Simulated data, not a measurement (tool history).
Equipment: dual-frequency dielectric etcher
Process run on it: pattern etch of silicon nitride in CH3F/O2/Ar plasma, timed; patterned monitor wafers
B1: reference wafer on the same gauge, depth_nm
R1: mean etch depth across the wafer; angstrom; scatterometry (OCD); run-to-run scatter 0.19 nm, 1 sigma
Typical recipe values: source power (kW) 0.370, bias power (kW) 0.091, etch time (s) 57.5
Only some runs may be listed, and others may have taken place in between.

run 1 hour=0.0 | source_power_(kW)=0.370 bias_power_(kW)=0.075 etch_time_(s)=57.5 | B1=50.95 | R1=397.1
run 2 hour=6.9 | source_power_(kW)=0.370 bias_power_(kW)=0.075 etch_time_(s)=57.5 | B1=51.04 | R1=395.2
run 3 hour=15.5 | source_power_(kW)=0.370 bias_power_(kW)=0.091 etch_time_(s)=57.5 | B1=50.96 | R1=422.2
-- hour=48.0 upper electrode replaced
run 4 hour=48.5 | source_power_(kW)=0.370 bias_power_(kW)=0.091 etch_time_(s)=57.5 | B1=50.92 | R1=423.9
run 5 hour=48.8 | source_power_(kW)=0.410 bias_power_(kW)=0.091 etch_time_(s)=44.5 | B1=51.06 | R1=343.3
run 6 hour=57.8 | source_power_(kW)=0.400 bias_power_(kW)=0.103 etch_time_(s)=57.5 | B1=50.94 | R1=458.6
run 7 hour=68.5 | source_power_(kW)=0.290 bias_power_(kW)=0.091 etch_time_(s)=57.5 | B1=50.98 | R1=363.8
run 8 hour=76.7 | source_power_(kW)=0.340 bias_power_(kW)=0.081 etch_time_(s)=53.0 | B1=51.02 | R1=354.9
run 9 hour=91.7 | source_power_(kW)=0.370 bias_power_(kW)=0.091 etch_time_(s)=61.0 | B1=51.04 | R1=445.7
run 10 hour=109.2 | source_power_(kW)=0.370 bias_power_(kW)=0.079 etch_time_(s)=57.5 | B1=51.02 | R1=396.3
run 11 hour=121.6 | source_power_(kW)=0.370 bias_power_(kW)=0.091 etch_time_(s)=61.0 | B1=51.00 | R1=443.7
run 12 hour=127.7 | source_power_(kW)=0.370 bias_power_(kW)=0.083 etch_time_(s)=48.5 | B1=50.96 | R1=341.1
run 13 hour=137.2 | source_power_(kW)=0.310 bias_power_(kW)=0.098 etch_time_(s)=51.0 | B1=50.93 | R1=340.6
run 14 hour=144.5 | source_power_(kW)=0.370 bias_power_(kW)=0.083 etch_time_(s)=57.5 | B1=51.02 | R1=403.5
run 15 hour=156.9 | source_power_(kW)=0.300 bias_power_(kW)=0.078 etch_time_(s)=73.0 | B1=50.98 | R1=441.8
run 16 hour=169.2 | source_power_(kW)=0.300 bias_power_(kW)=0.073 etch_time_(s)=57.5 | B1=51.04 | R1=339.7
run 17 hour=180.2 | source_power_(kW)=0.310 bias_power_(kW)=0.091 etch_time_(s)=57.5 | B1=51.11 | R1=376.2

Estimate the outcome of run 18 from the log above:
-- hour=208.0 wet clean of the chamber
run 18 hour=208.5 | source_power_(kW)=0.440 bias_power_(kW)=0.091 etch_time_(s)=57.5 | B1=? | R1=?

Run 18 gave B1 50.93, R1 479.2 angstrom.
Had the tool carried no hidden state, the very same run would have given R1 480.8 angstrom.
